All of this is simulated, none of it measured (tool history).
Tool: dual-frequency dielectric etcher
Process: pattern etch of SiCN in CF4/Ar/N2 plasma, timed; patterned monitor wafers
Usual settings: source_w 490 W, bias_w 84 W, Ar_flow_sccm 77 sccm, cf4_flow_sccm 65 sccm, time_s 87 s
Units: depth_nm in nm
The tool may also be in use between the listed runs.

run   hour  source_w  bias_w  Ar_flow_sccm  cf4_flow_sccm  time_s  wafers since the last listed run  hours since the last wet clean  hours since the last source power generator calibration  hours since the last bias power generator calibration  hours since the last Ar flow controller change  hours since the last CF4 flow controller change  hours since the last upper electrode change  hours since the gauge calibration  read-back reference wafer on the same gauge, depth_nm  depth_nm
  1      0       490      96            77             65      87                                 0                           281.4                                                   2673.5                                                 3616.9                                          2157.4                                           4322.9                                       4622.3                               25.1                                                     78      82.7
  2   13.9       490      96            77             65      87                               134                           295.3                                                   2687.4                                                 3630.8                                          2171.3                                           4336.8                                       4636.2                                 39                                                     78      82.6
  3   31.6       490      84            77             65      87                               170                             313                                                   2705.1                                                 3648.5                                            2189                                           4354.5                                       4653.9                               56.7                                                     78        80
  4   46.6       490      84            67             74      87                               144                             328                                                   2720.1                                                 3663.5                                            2204                                           4369.5                                       4668.9                               71.7                                                     78      82.8
  5   57.2       490      84            67             74      87                               102                           338.6                                                   2730.7                                                 3674.1                                          2214.6                                           4380.1                                       4679.5                               82.3                                                     78      82.9
  6   72.5       490      84            77             73      87                               147                           353.9                                                     2746                                                 3689.4                                          2229.9                                           4395.4                                       4694.8                               97.6                                                     78      80.8
      89.5  -- source power generator calibrated
      95.7  -- CF4 flow controller replaced
      99.3  -- bias power generator calibrated
  7   99.8       490      84            77             73      87                               131                           381.2                                                     10.3                                                    0.5                                          2257.2                                              4.1                                       4722.1                              124.9                                                     78        81
  8  104.2       490      84            77             73      87                                42                           385.6                                                     14.7                                                    4.9                                          2261.6                                              8.5                                       4726.5                              129.3                                                     78      80.9
  9  119.2       490      99            77             50    63.5                               144                           400.6                                                     29.7                                                   19.9                                          2276.6                                             23.5                                       4741.5                              144.3                                                     78      60.2
       129  -- Ar flow controller replaced
 10  130.4       490      96            77             65      87                                50                           411.8                                                     40.9                                                   31.1                                             1.4                                             34.7                                       4752.7                              155.5                                                     78      83.6
 11    145       490     101            77             79      87                               140                           426.4                                                     55.5                                                   45.7                                              16                                             49.3                                       4767.3                              170.1                                                     78      86.4
     147.9  -- gauge calibrated
 12  162.6       600     103            82             65      87                               169                             444                                                     73.1                                                   63.3                                            33.6                                             66.9                                       4784.9                               14.7                                                     78      99.3
     190.7  -- upper electrode replaced
     199.3  -- wet clean of the chamber
 13  209.2       490      84            92             65    75.5                               135                             9.9                                                    119.7                                                  109.9                                            80.2                                            113.5                                         18.5                               61.3                                                     78        65
 14  225.6       490      84            77             65      87                               158                            26.3                                                    136.1                                                  126.3                                            96.6                                            129.9                                         34.9                               77.7                                                     78      77.6
 15  233.5       490      84            93             65     108                                76                            34.2                                                      144                                                  134.2                                           104.5                                            137.8                                         42.8                               85.6                                                     78      93.2
 16  243.6       490      73            84             56      87                                97                            44.3                                                    154.1                                                  144.3                                           114.6                                            147.9                                         52.9                               95.7                                                     78      72.9
 17    255       490      84            77             65      87                               109                            55.7                                                    165.5                                                  155.7                                             126                                            159.3                                         64.3                              107.1                                                     78      77.7

Forecast each of these 5 alternatives for the next run:
  A  255.4       490      84            77             65      87                                 3                            56.1                                                    165.9                                                  156.1                                           126.4                                            159.7                                         64.7                              107.5                                                      ?         ?
  B  255.4       560      76            58             65    67.5                                 3                            56.1                                                    165.9                                                  156.1                                           126.4                                            159.7                                         64.7                              107.5                                                      ?         ?
  C  255.4       540      84            77             65    75.5                                 3                            56.1                                                    165.9                                                  156.1                                           126.4                                            159.7                                         64.7                              107.5                                                      ?         ?
  D  255.4       490      84            58             58      87                                 3                            56.1                                                    165.9                                                  156.1                                           126.4                                            159.7                                         64.7                              107.5                                                      ?         ?
  E  255.4       450      84            77             56     113                                 3                            56.1                                                    165.9                                                  156.1                                           126.4                                            159.7                                         64.7                              107.5                                                      ?         ?

run  read-back reference wafer on the same gauge, depth_nm  depth_nm
  A                                                     78        78
  B                                                     78      69.3
  C                                                     78      73.2
  D                                                     78      81.5
  E                                                     78      93.5
Without the tool's hidden state the same runs would have given:
run  depth_nm
  A      77.9
  B      69.2
  C      73.1
  D      81.4
  E      93.4
